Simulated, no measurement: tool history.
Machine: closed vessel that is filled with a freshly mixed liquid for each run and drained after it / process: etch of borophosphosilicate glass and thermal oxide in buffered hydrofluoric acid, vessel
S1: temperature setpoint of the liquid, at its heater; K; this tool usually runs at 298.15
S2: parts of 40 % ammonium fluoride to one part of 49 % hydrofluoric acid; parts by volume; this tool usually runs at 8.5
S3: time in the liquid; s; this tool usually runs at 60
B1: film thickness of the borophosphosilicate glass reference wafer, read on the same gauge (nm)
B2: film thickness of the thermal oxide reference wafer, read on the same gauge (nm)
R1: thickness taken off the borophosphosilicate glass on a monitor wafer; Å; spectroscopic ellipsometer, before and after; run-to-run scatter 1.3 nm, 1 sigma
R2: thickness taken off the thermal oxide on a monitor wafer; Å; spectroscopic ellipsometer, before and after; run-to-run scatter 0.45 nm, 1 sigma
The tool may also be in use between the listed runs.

run	day	S1	S2	S3	B1	B2	R1	R2
1	0	302.65	8.5	60	130	140.06	1773.9	1004.1
2	3.429	298.15	12	60	130.01	139.98	1024.7	593.4
3	5.496	299.65	12	80	130	139.99	1503.9	854.3
4	9.192	302.65	11.5	30	130.01	140.02	670	386.8
5	11.688	298.15	9.5	90	130.01	139.98	1932.3	1089
6	13.912	300.15	7	60	129.99	139.98	1953.8	1085
7	16.796	293.65	8.5	60	129.99	140.01	1099.4	627.6
8	24.321	298.15	8.5	60	129.99	140.02	1406.5	797.2
9	27.142	298.15	6	60	130	139.97	2045.5	1141
# day 28.529: gauge calibrated
10	29.262	301.65	9.5	40	130	140	1063.1	592.5
# day 31.325: hydrofluoric acid flow meter replaced
11	32.012	298.15	8.5	30	129.99	139.98	711.6	407.9
# day 32.292: thermometer replaced
12	34.05	298.15	8.5	60	130.02	140.03	1336.8	747.2
13	35.775	301.15	11	45	129.98	139.99	924.7	524.5
14	39.317	294.65	6.5	85	130.02	139.99	2063.9	1133.9
15	42.317	298.15	8.5	60	129.99	139.97	1341.1	748.6
16	45.992	293.15	11	75	130.01	140.03	1027.3	568.7
17	47.638	298.15	10.5	80	130	140.05	1479.6	842
18	50.454	300.65	10	90	130	140.01	2020.4	1137.4
19	54.054	298.15	11.5	60	130	139.99	1022.1	576.2
20	56.133	298.15	8.5	60	130.01	140	1350.5	752.8
21	59.1	298.15	8.5	60	130	140.01	1352.6	754.3
22	61.854	298.15	5.5	60	130	140.01	2064.3	1156.6
23	65.742	298.15	8.5	60	130.01	140.06	1370.3	761.8
24	68.454	296.15	10.5	60	130.01	139.97	1028.1	571.3

Some steps in R1, run to run, broken into two amounts with sign: the step expected even without the hidden condition (settings, incoming material, random variation), and the rest, left for the hidden condition together with whatever gauge scatter is not in both the measured and the hidden-condition-free result:
Unlogged tool condition in this case: liquid hotter than its thermometer reads (K); hydrofluoric acid flow below the setpoint (%); gauge reads high (%).
Run 4 -> 5: S1 302.65 -> 298.15, S2 11.5 -> 9.5, S3 30 -> 90. R1 +1262.3 Å: hidden state +91.8, all else +1170.5.
Run 9 -> 10: S1 298.15 -> 301.65, S2 6 -> 9.5, S3 60 -> 40, gauge calibrated. R1 -982.4 Å: hidden state -78.8, all else -903.6.
Run 13 -> 14: S1 301.15 -> 294.65, S2 11 -> 6.5, S3 45 -> 85. R1 +1139.2 Å: hidden state +10.7, all else +1128.5.
